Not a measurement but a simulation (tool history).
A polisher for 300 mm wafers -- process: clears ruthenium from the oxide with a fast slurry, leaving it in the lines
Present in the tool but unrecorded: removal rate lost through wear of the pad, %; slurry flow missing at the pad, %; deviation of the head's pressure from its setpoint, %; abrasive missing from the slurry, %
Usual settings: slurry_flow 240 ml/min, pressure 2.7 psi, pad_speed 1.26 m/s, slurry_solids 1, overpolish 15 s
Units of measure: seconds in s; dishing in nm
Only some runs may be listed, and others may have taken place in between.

run   hour  slurry_flow  pressure  pad_speed  slurry_solids  overpolish  wafers since the last listed run  wafers polished on this pad  hours since the slurry nozzle was cleaned  hours since the head pressure was calibrated  hours since the slurry blender was calibrated  incoming thickness of the incoming film, nm  seconds  dishing
  1      0          275       2.7       1.26              1          15                                 0                         2107                                      321.4                                         302.2                                          154.5                                        201.5     32.1     56.9
      29.4  -- worn pad replaced by a new one
      30.5  -- slurry blender recalibrated
  2   31.4          275       2.7       1.26              1          15                               383                           12                                      352.8                                         333.6                                            0.9                                        201.4     32.1     57.5
  3   52.3          275       2.7       1.26              1          15                               305                          317                                      373.7                                         354.5                                           21.8                                        198.7     31.4     57.4
  4     74          240       2.7       1.26            1.1          15                               316                          634                                      395.4                                         376.2                                           43.5                                        197.1     30.2     58.2
      83.1  -- head pressure recalibrated
  5  107.5          240       2.7       1.26            1.1          15                               460                         1094                                      428.9                                          24.4                                             77                                        197.8     31.4     57.6
  6  140.6          240       2.7       1.26              1          15                               483                         1578                                        462                                          57.5                                          110.1                                        201.8       33       57
  7  176.4          240       2.7       1.26              1          15                               522                         2101                                      497.8                                          93.3                                          145.9                                        201.9     33.1     55.8
     191.4  -- slurry blender recalibrated
       217  -- worn pad replaced by a new one
  8  220.2          240       2.7       1.58              1          15                               552                           46                                      541.6                                         137.1                                           28.8                                        197.8     25.8     67.2
  9  315.5          240       2.7       1.58              1          15                              1391                         1438                                      636.9                                         232.4                                          124.1                                        200.7     25.7     67.3
 10  329.1          240       2.7       1.58              1          15                               198                         1637                                      650.5                                           246                                          137.7                                        202.4     25.8     65.6
 11  346.5          240       3.2       1.26              1          15                               254                         1891                                      667.9                                         263.4                                          155.1                                          196     27.1     62.7
 12  376.5          240       3.2       1.26              1          15                               438                         2329                                      697.9                                         293.4                                          185.1                                          199     28.1     63.5
     385.1  -- slurry blender recalibrated
     386.1  -- worn pad replaced by a new one
 13  409.4          240       2.7       1.26              1          15                               436                          340                                      730.8                                         326.3                                           24.3                                        202.8     31.4       56
     440.5  -- slurry nozzle cleaned
 14  502.7          240       2.7       1.26              1          15                              1348                         1688                                       62.2                                         419.6                                          117.6                                        201.3     32.6     57.8
 15  524.4          325       2.9       1.26            0.7          15                               316                         2005                                       83.9                                         441.3                                          139.3                                        201.2     36.1     53.7
     539.6  -- head pressure recalibrated
 16  544.8          240       2.7       1.26              1          15                               268                         2274                                      104.3                                           5.2                                          159.7                                          198     30.6     58.9
     552.3  -- slurry blender recalibrated
     562.2  -- worn pad replaced by a new one
 17    577          205       3.6       1.26            1.1          18                               382                          215                                      136.5                                          37.4                                           24.7                                        203.7     23.2     80.8
 18  608.7          240       2.7       1.26              1          15                               462                          678                                      168.2                                          69.1                                           56.4                                        199.6     29.6       60
 19    663          180       2.2       1.26              1          15                               793                         1471                                      222.5                                         123.4                                          110.7                                        203.7     37.7     51.6
 20  692.7          270       2.7       1.26              1          15                               433                         1905                                      252.2                                         153.1                                          140.4                                        197.6     29.3     61.9
     700.7  -- head pressure recalibrated, repeated, since the last time left the tool worse
       716  -- worn pad replaced by a new one
 21  717.3          240       2.7       0.88              1          15                               271                           19                                      276.8                                          16.6                                            165                                        203.7     48.8     41.9
     726.7  -- slurry blender recalibrated
 22  739.7          240       3.6       1.26           0.75          15                               297                          317                                      299.2                                            39                                             13                                        198.8     30.3     59.9
 23  771.9          240       2.2       1.26              1          22                               470                          787                                      331.4                                          71.2                                           45.2                                        200.9     39.6     64.5
 24  807.6          240       2.7       1.26              1          15                               521                         1308                                      367.1                                         106.9                                           80.9                                        197.3       32       56
 25  820.8          280       2.7       1.66            0.8          15                               192                         1501                                      380.3                                         120.1                                           94.1                                        201.2     27.2     62.7
 26  838.7          280       3.1       0.96            1.1          15                               261                         1762                                      398.2                                           138                                            112                                        199.6     35.3     53.1
 27  868.8          240       2.7       1.26              1          15                               439                         2202                                      428.3                                         168.1                                          142.1                                        197.9     31.8     55.9
 28  884.4          240         2       1.52              1          15                               227                         2430                                      443.9                                         183.7                                          157.7                                        198.9     34.9     53.9

Consider 4 possible next runs. They are alternatives, not a sequence: every one starts from the tool as it was left by run 28. What does each give?
  A  884.8          240       2.7       1.26              1          19                                 5                         2436                                      444.3                                         184.1                                          158.1                                        201.8        ?        ?
  B  884.8          240       2.7       1.26            1.2          18                                 5                         2436                                      444.3                                         184.1                                          158.1                                        201.8        ?        ?
  C  884.8          305       2.7       1.26              1          15                                 5                         2436                                      444.3                                         184.1                                          158.1                                        201.8        ?        ?
  D  884.8          280       2.7       1.04              1          15                                 5                         2436                                      444.3                                         184.1                                          158.1                                        201.8        ?        ?

run  seconds  dishing
  A     32.6     66.3
  B       30     67.7
  C     31.9     56.9
  D     38.7     49.1
Without the tool's hidden state the same runs would have given:
run  seconds  dishing
  A     33.7     64.8
  B       31     66.2
  C       33     55.5
  D       40     47.9

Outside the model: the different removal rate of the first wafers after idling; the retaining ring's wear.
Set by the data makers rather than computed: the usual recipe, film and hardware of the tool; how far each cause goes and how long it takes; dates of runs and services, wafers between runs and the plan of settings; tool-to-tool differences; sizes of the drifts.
